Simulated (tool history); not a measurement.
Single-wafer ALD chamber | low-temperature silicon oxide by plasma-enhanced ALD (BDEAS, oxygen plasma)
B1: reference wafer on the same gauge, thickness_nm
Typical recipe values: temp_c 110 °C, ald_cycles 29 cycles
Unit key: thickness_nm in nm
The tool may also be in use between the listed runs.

run 1 hour=0.0 | temp_c=110 ald_cycles=29 | B1=4.898 | thickness_nm=4.426
run 2 hour=46.3 | temp_c=110 ald_cycles=29 | B1=4.899 | thickness_nm=4.419
run 3 hour=71.1 | temp_c=110 ald_cycles=29 | B1=4.901 | thickness_nm=4.444
run 4 hour=114.3 | temp_c=110 ald_cycles=29 | B1=4.899 | thickness_nm=4.441
run 5 hour=180.7 | temp_c=110 ald_cycles=29 | B1=4.899 | thickness_nm=4.435
run 6 hour=206.9 | temp_c=110 ald_cycles=29 | B1=4.900 | thickness_nm=4.431
run 7 hour=252.3 | temp_c=110 ald_cycles=29 | B1=4.901 | thickness_nm=4.405
run 8 hour=293.2 | temp_c=110 ald_cycles=29 | B1=4.901 | thickness_nm=4.431
run 9 hour=317.3 | temp_c=113 ald_cycles=29 | B1=4.899 | thickness_nm=4.410
run 10 hour=353.0 | temp_c=113 ald_cycles=29 | B1=4.900 | thickness_nm=4.421
run 11 hour=381.4 | temp_c=113 ald_cycles=29 | B1=4.901 | thickness_nm=4.406
run 12 hour=431.8 | temp_c=114 ald_cycles=29 | B1=4.901 | thickness_nm=4.408
run 13 hour=492.2 | temp_c=110 ald_cycles=29 | B1=4.901 | thickness_nm=4.420
run 14 hour=547.4 | temp_c=110 ald_cycles=29 | B1=4.901 | thickness_nm=4.415
run 15 hour=575.1 | temp_c=110 ald_cycles=29 | B1=4.900 | thickness_nm=4.424
-- hour=598.5 thermocouple changed; heater temperature recalibrated
run 16 hour=624.1 | temp_c=110 ald_cycles=29 | B1=4.901 | thickness_nm=4.420
run 17 hour=664.1 | temp_c=110 ald_cycles=29 | B1=4.899 | thickness_nm=4.456
run 18 hour=715.9 | temp_c=110 ald_cycles=29 | B1=4.899 | thickness_nm=4.441
run 19 hour=744.5 | temp_c=110 ald_cycles=29 | B1=4.900 | thickness_nm=4.427
run 20 hour=861.9 | temp_c=110 ald_cycles=31 | B1=4.900 | thickness_nm=4.721
-- hour=886.3 gauge calibrated
run 21 hour=927.4 | temp_c=99 ald_cycles=34 | B1=4.900 | thickness_nm=5.289
run 22 hour=966.1 | temp_c=110 ald_cycles=29 | B1=4.899 | thickness_nm=4.447
run 23 hour=1022.7 | temp_c=110 ald_cycles=32 | B1=4.900 | thickness_nm=4.908
run 24 hour=1082.7 | temp_c=110 ald_cycles=29 | B1=4.899 | thickness_nm=4.429
run 25 hour=1132.1 | temp_c=110 ald_cycles=29 | B1=4.902 | thickness_nm=4.428
run 26 hour=1220.9 | temp_c=100 ald_cycles=26 | B1=4.897 | thickness_nm=4.022
run 27 hour=1263.2 | temp_c=96 ald_cycles=24 | B1=4.900 | thickness_nm=3.770
run 28 hour=1310.1 | temp_c=110 ald_cycles=34 | B1=4.901 | thickness_nm=5.183
run 29 hour=1362.3 | temp_c=105 ald_cycles=29 | B1=4.901 | thickness_nm=4.457
run 30 hour=1409.2 | temp_c=110 ald_cycles=29 | B1=4.897 | thickness_nm=4.433
run 31 hour=1456.4 | temp_c=117 ald_cycles=34 | B1=4.900 | thickness_nm=5.117
run 32 hour=1487.5 | temp_c=104 ald_cycles=27 | B1=4.900 | thickness_nm=4.165
run 33 hour=1524.3 | temp_c=102 ald_cycles=29 | B1=4.900 | thickness_nm=4.493
run 34 hour=1588.0 | temp_c=110 ald_cycles=26 | B1=4.900 | thickness_nm=3.976
run 35 hour=1639.5 | temp_c=117 ald_cycles=33 | B1=4.900 | thickness_nm=4.996
run 36 hour=1683.5 | temp_c=97 ald_cycles=29 | B1=4.899 | thickness_nm=4.523
run 37 hour=1748.8 | temp_c=104 ald_cycles=25 | B1=4.902 | thickness_nm=3.848

5 ways to go on from here, each from the tool as it stands after run 37. What would each give?
run A hour=1749.2 | temp_c=119 ald_cycles=29 | B1=? | thickness_nm=?
run B hour=1749.2 | temp_c=101 ald_cycles=31 | B1=? | thickness_nm=?
run C hour=1749.2 | temp_c=117 ald_cycles=24 | B1=? | thickness_nm=?
run D hour=1749.2 | temp_c=100 ald_cycles=29 | B1=? | thickness_nm=?
run E hour=1749.2 | temp_c=98 ald_cycles=32 | B1=? | thickness_nm=?

run=A B1=4.899 thickness_nm=4.361
run=B B1=4.899 thickness_nm=4.800
run=C B1=4.899 thickness_nm=3.621
run=D B1=4.899 thickness_nm=4.497
run=E B1=4.899 thickness_nm=4.983
Take away the tool's hidden state, keep each run's random variation, and the runs would have read:
run=A thickness_nm=4.361
run=B thickness_nm=4.800
run=C thickness_nm=3.621
run=D thickness_nm=4.497
run=E thickness_nm=4.983
